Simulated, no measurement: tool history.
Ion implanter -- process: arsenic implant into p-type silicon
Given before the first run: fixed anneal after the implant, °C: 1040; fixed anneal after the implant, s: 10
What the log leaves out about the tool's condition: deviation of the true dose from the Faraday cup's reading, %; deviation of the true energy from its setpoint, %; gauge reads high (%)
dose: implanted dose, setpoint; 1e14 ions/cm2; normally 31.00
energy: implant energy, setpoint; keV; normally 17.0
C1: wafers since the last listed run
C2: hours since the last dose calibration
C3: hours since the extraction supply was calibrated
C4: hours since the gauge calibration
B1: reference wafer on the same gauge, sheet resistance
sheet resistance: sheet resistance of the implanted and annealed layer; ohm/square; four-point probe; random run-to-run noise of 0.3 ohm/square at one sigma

Run 1, hour 0.0: usual settings but dose 23.79 1e14 ions/cm2, energy 19.0 keV; C1 0; C2 990.8; C3 5742.1; C4 26.8; B1 121.23. Result: sheet resistance 105.48 ohm/square.
Run 2, hour 20.2: usual settings but dose 35.65 1e14 ions/cm2, energy 12.5 keV; C1 413; C2 1011.0; C3 5762.3; C4 47.0; B1 121.34. Result: sheet resistance 109.62 ohm/square.
Run 3, hour 46.7: usual settings but dose 35.65 1e14 ions/cm2, energy 12.5 keV; C1 542; C2 1037.5; C3 5788.8; C4 73.5; B1 121.34. Result: sheet resistance 109.94 ohm/square.
Run 4, hour 60.7: usual settings; C1 286; C2 1051.5; C3 5802.8; C4 87.5; B1 121.54. Result: sheet resistance 104.57 ohm/square.
Run 5, hour 82.1: usual settings but energy 13.0 keV; C1 438; C2 1072.9; C3 5824.2; C4 108.9; B1 121.46. Result: sheet resistance 111.55 ohm/square.
Run 6, hour 115.9: usual settings; C1 692; C2 1106.7; C3 5858.0; C4 142.7; B1 121.67. Result: sheet resistance 104.81 ohm/square.
Run 7, hour 130.3: usual settings but energy 15.0 keV; C1 294; C2 1121.1; C3 5872.4; C4 157.1; B1 121.69. Result: sheet resistance 107.52 ohm/square.
Run 8, hour 155.1: usual settings but energy 20.0 keV; C1 508; C2 1145.9; C3 5897.2; C4 181.9; B1 122.07. Result: sheet resistance 99.52 ohm/square.
Run 9, hour 173.6: usual settings but dose 28.61 1e14 ions/cm2; C1 378; C2 1164.4; C3 5915.7; C4 200.4; B1 122.05. Result: sheet resistance 106.39 ohm/square.
Run 10, hour 188.2: usual settings but dose 26.02 1e14 ions/cm2, energy 13.5 keV; C1 299; C2 1179.0; C3 5930.3; C4 215.0; B1 122.03. Result: sheet resistance 114.26 ohm/square.
At hour 211.0: Faraday cup replaced and dose calibrated.
At hour 223.1: extraction supply calibrated.
Run 11, hour 223.6: usual settings but dose 39.75 1e14 ions/cm2; C1 397; C2 12.6; C3 0.5; C4 250.4; B1 122.25. Result: sheet resistance 101.43 ohm/square.
Run 12, hour 231.7: usual settings but dose 38.32 1e14 ions/cm2, energy 20.5 keV; C1 165; C2 20.7; C3 8.6; C4 258.5; B1 122.32. Result: sheet resistance 96.41 ohm/square.
At hour 251.3: gauge calibrated.
Run 13, hour 263.6: usual settings but dose 35.03 1e14 ions/cm2, energy 13.0 keV; C1 653; C2 52.6; C3 40.5; C4 12.3; B1 121.08. Result: sheet resistance 108.99 ohm/square.
Run 14, hour 281.8: usual settings but dose 39.90 1e14 ions/cm2, energy 19.0 keV; C1 372; C2 70.8; C3 58.7; C4 30.5; B1 121.08. Result: sheet resistance 97.04 ohm/square.
Run 15, hour 310.4: usual settings but dose 34.76 1e14 ions/cm2; C1 585; C2 99.4; C3 87.3; C4 59.1; B1 121.21. Result: sheet resistance 102.68 ohm/square.
Run 16, hour 322.9: usual settings; C1 256; C2 111.9; C3 99.8; C4 71.6; B1 121.30. Result: sheet resistance 104.52 ohm/square.

5 ways to go on from here, each from the tool as it stands after run 16. What would each give?
Run A, hour 323.3: usual settings; C1 8; C2 112.3; C3 100.2; C4 72.0; B1 ?. Result: sheet resistance ?.
Run B, hour 323.3: usual settings but dose 21.96 1e14 ions/cm2, energy 14.0 keV; C1 8; C2 112.3; C3 100.2; C4 72.0; B1 ?. Result: sheet resistance ?.
Run C, hour 323.3: usual settings but energy 12.5 keV; C1 8; C2 112.3; C3 100.2; C4 72.0; B1 ?. Result: sheet resistance ?.
Run D, hour 323.3: usual settings but energy 11.5 keV; C1 8; C2 112.3; C3 100.2; C4 72.0; B1 ?. Result: sheet resistance ?.
Run E, hour 323.3: usual settings but dose 39.78 1e14 ions/cm2, energy 21.5 keV; C1 8; C2 112.3; C3 100.2; C4 72.0; B1 ?. Result: sheet resistance ?.

run      B1  sheet resistance
  A  121.51            104.01
  B  121.51            115.20
  C  121.51            111.73
  D  121.51            113.38
  E  121.51             92.84
Take away the tool's hidden state, keep each run's random variation, and the runs would have read:
run  sheet resistance
  A            103.65
  B            114.80
  C            111.34
  D            112.99
  E             92.52
